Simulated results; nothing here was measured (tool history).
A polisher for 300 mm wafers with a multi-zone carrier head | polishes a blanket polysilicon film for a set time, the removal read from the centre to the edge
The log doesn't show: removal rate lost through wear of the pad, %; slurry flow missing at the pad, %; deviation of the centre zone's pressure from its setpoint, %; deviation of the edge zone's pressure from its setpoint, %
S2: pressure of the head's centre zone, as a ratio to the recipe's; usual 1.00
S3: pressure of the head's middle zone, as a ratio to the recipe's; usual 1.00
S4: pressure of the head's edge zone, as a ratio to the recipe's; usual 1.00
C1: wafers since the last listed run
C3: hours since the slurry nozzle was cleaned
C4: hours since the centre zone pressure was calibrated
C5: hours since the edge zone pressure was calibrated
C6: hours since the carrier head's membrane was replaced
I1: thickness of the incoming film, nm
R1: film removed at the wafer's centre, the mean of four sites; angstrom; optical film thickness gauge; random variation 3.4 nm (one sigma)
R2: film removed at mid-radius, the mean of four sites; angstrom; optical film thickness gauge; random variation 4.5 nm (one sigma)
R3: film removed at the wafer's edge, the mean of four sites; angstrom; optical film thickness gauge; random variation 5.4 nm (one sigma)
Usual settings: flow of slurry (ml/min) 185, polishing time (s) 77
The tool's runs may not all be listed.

run 1 day=0.000 | flow_of_slurry_(ml/min)=185 S2=1.00 S3=1.00 S4=1.00 polishing_time_(s)=77 | C1=0 wafers_polished_on_this_pad=386 C3=255.4 C4=673.3 C5=494.8 C6=1742.5 | I1=2192.3 | R1=4375 R2=4460 R3=4474
run 2 day=0.525 | flow_of_slurry_(ml/min)=185 S2=1.00 S3=1.00 S4=1.00 polishing_time_(s)=77 | C1=111 wafers_polished_on_this_pad=497 C3=268.0 C4=685.9 C5=507.4 C6=1755.1 | I1=2196.9 | R1=4443 R2=4386 R3=4486
run 3 day=0.979 | flow_of_slurry_(ml/min)=185 S2=1.00 S3=1.00 S4=1.00 polishing_time_(s)=77 | C1=96 wafers_polished_on_this_pad=594 C3=278.9 C4=696.8 C5=518.3 C6=1766.0 | I1=2224.7 | R1=4395 R2=4355 R3=4473
-- day=1.421 edge zone pressure recalibrated
run 4 day=1.442 | flow_of_slurry_(ml/min)=185 S2=0.91 S3=1.00 S4=1.00 polishing_time_(s)=77 | C1=80 wafers_polished_on_this_pad=674 C3=290.0 C4=707.9 C5=0.5 C6=1777.1 | I1=2198.0 | R1=4045 R2=4363 R3=4505
-- day=1.729 worn pad replaced by a new one
run 5 day=1.750 | flow_of_slurry_(ml/min)=185 S2=1.00 S3=1.00 S4=1.00 polishing_time_(s)=77 | C1=30 wafers_polished_on_this_pad=4 C3=297.4 C4=715.3 C5=7.9 C6=1784.5 | I1=2188.8 | R1=4345 R2=4341 R3=4569
run 6 day=1.967 | flow_of_slurry_(ml/min)=185 S2=0.88 S3=1.00 S4=1.00 polishing_time_(s)=69 | C1=45 wafers_polished_on_this_pad=50 C3=302.6 C4=720.5 C5=13.1 C6=1789.7 | I1=2202.2 | R1=3463 R2=3954 R3=4015
run 7 day=2.325 | flow_of_slurry_(ml/min)=185 S2=0.94 S3=1.00 S4=1.00 polishing_time_(s)=77 | C1=75 wafers_polished_on_this_pad=126 C3=311.2 C4=729.1 C5=21.7 C6=1798.3 | I1=2243.0 | R1=4042 R2=4409 R3=4356
run 8 day=2.604 | flow_of_slurry_(ml/min)=185 S2=1.00 S3=1.00 S4=1.00 polishing_time_(s)=77 | C1=59 wafers_polished_on_this_pad=185 C3=317.9 C4=735.8 C5=28.4 C6=1805.0 | I1=2213.6 | R1=4340 R2=4288 R3=4520
run 9 day=3.154 | flow_of_slurry_(ml/min)=185 S2=0.89 S3=1.00 S4=1.00 polishing_time_(s)=100 | C1=116 wafers_polished_on_this_pad=301 C3=331.1 C4=749.0 C5=41.6 C6=1818.2 | I1=2210.3 | R1=4994 R2=5646 R3=5798
-- day=3.650 slurry nozzle cleaned
run 10 day=3.671 | flow_of_slurry_(ml/min)=185 S2=1.05 S3=1.12 S4=0.92 polishing_time_(s)=77 | C1=100 wafers_polished_on_this_pad=402 C3=0.5 C4=761.4 C5=54.0 C6=1830.6 | I1=2202.4 | R1=4835 R2=4965 R3=4396
run 11 day=4.217 | flow_of_slurry_(ml/min)=185 S2=1.00 S3=1.05 S4=0.94 polishing_time_(s)=57 | C1=115 wafers_polished_on_this_pad=518 C3=13.6 C4=774.5 C5=67.1 C6=1843.7 | I1=2206.5 | R1=3397 R2=3479 R3=3337
run 12 day=4.750 | flow_of_slurry_(ml/min)=215 S2=1.00 S3=0.93 S4=1.09 polishing_time_(s)=96 | C1=112 wafers_polished_on_this_pad=631 C3=26.4 C4=787.3 C5=79.9 C6=1856.5 | I1=2211.5 | R1=5881 R2=5405 R3=6009
-- day=5.125 carrier head's membrane replaced by a new one
run 13 day=5.146 | flow_of_slurry_(ml/min)=185 S2=1.00 S3=1.00 S4=1.08 polishing_time_(s)=77 | C1=39 wafers_polished_on_this_pad=670 C3=35.9 C4=796.8 C5=89.4 C6=0.5 | I1=2241.4 | R1=4623 R2=4584 R3=4740
run 14 day=5.850 | flow_of_slurry_(ml/min)=185 S2=1.00 S3=1.05 S4=1.00 polishing_time_(s)=68 | C1=149 wafers_polished_on_this_pad=820 C3=52.8 C4=813.7 C5=106.3 C6=17.4 | I1=2204.6 | R1=3956 R2=4124 R3=4068
-- day=6.083 worn pad replaced by a new one
run 15 day=6.462 | flow_of_slurry_(ml/min)=185 S2=1.03 S3=1.00 S4=1.00 polishing_time_(s)=54 | C1=94 wafers_polished_on_this_pad=80 C3=67.5 C4=828.4 C5=121.0 C6=32.1 | I1=2173.6 | R1=3276 R2=3129 R3=3146
-- day=8.212 centre zone pressure recalibrated
run 16 day=8.629 | flow_of_slurry_(ml/min)=185 S2=1.10 S3=1.11 S4=1.00 polishing_time_(s)=77 | C1=441 wafers_polished_on_this_pad=521 C3=119.5 C4=10.0 C5=173.0 C6=84.1 | I1=2223.1 | R1=4909 R2=4944 R3=4591
-- day=10.571 worn pad replaced by a new one
run 17 day=10.638 | flow_of_slurry_(ml/min)=160 S2=1.00 S3=1.00 S4=1.11 polishing_time_(s)=97 | C1=390 wafers_polished_on_this_pad=14 C3=167.7 C4=58.2 C5=221.2 C6=132.3 | I1=2223.7 | R1=5486 R2=5444 R3=5813
run 18 day=11.054 | flow_of_slurry_(ml/min)=185 S2=0.90 S3=1.00 S4=1.00 polishing_time_(s)=58 | C1=88 wafers_polished_on_this_pad=102 C3=177.7 C4=68.2 C5=231.2 C6=142.3 | I1=2212.2 | R1=3021 R2=3383 R3=3484
run 19 day=11.342 | flow_of_slurry_(ml/min)=145 S2=1.00 S3=1.09 S4=1.00 polishing_time_(s)=77 | C1=60 wafers_polished_on_this_pad=163 C3=184.6 C4=75.1 C5=238.1 C6=149.2 | I1=2204.1 | R1=4138 R2=4536 R3=4348
run 20 day=11.754 | flow_of_slurry_(ml/min)=185 S2=1.00 S3=1.05 S4=0.94 polishing_time_(s)=57 | C1=87 wafers_polished_on_this_pad=250 C3=194.5 C4=85.0 C5=248.0 C6=159.1 | I1=2209.8 | R1=3291 R2=3437 R3=3228
run 21 day=12.400 | flow_of_slurry_(ml/min)=230 S2=1.00 S3=0.96 S4=0.91 polishing_time_(s)=55 | C1=136 wafers_polished_on_this_pad=387 C3=210.0 C4=100.5 C5=263.5 C6=174.6 | I1=2241.5 | R1=3308 R2=3140 R3=3192

5 ways to go on from here, each from the tool as it stands after run 21. What would each give?
run A day=12.417 | flow_of_slurry_(ml/min)=245 S2=1.00 S3=1.00 S4=1.00 polishing_time_(s)=77 | C1=3 wafers_polished_on_this_pad=391 C3=210.4 C4=100.9 C5=263.9 C6=175.0 | I1=2196.5 | R1=? R2=? R3=?
run B day=12.417 | flow_of_slurry_(ml/min)=185 S2=1.00 S3=1.00 S4=0.94 polishing_time_(s)=77 | C1=3 wafers_polished_on_this_pad=391 C3=210.4 C4=100.9 C5=263.9 C6=175.0 | I1=2196.5 | R1=? R2=? R3=?
run C day=12.417 | flow_of_slurry_(ml/min)=185 S2=1.10 S3=1.00 S4=1.00 polishing_time_(s)=61 | C1=3 wafers_polished_on_this_pad=391 C3=210.4 C4=100.9 C5=263.9 C6=175.0 | I1=2196.5 | R1=? R2=? R3=?
run D day=12.417 | flow_of_slurry_(ml/min)=185 S2=1.00 S3=1.00 S4=1.00 polishing_time_(s)=62 | C1=3 wafers_polished_on_this_pad=391 C3=210.4 C4=100.9 C5=263.9 C6=175.0 | I1=2196.5 | R1=? R2=? R3=?
run E day=12.417 | flow_of_slurry_(ml/min)=240 S2=1.00 S3=1.00 S4=1.00 polishing_time_(s)=88 | C1=3 wafers_polished_on_this_pad=391 C3=210.4 C4=100.9 C5=263.9 C6=175.0 | I1=2196.5 | R1=? R2=? R3=?

run=A R1=4653 R2=4611 R3=4700
run=B R1=4410 R2=4396 R3=4407
run=C R1=3845 R2=3480 R3=3595
run=D R1=3551 R2=3539 R3=3654
run=E R1=5300 R2=5254 R3=5359
Without the tool's hidden state the same runs would have given:
run=A R1=4808 R2=4749 R3=4804
run=B R1=4606 R2=4569 R3=4532
run=C R1=4016 R2=3618 R3=3698
run=D R1=3708 R2=3679 R3=3758
run=E R1=5480 R2=5414 R3=5480
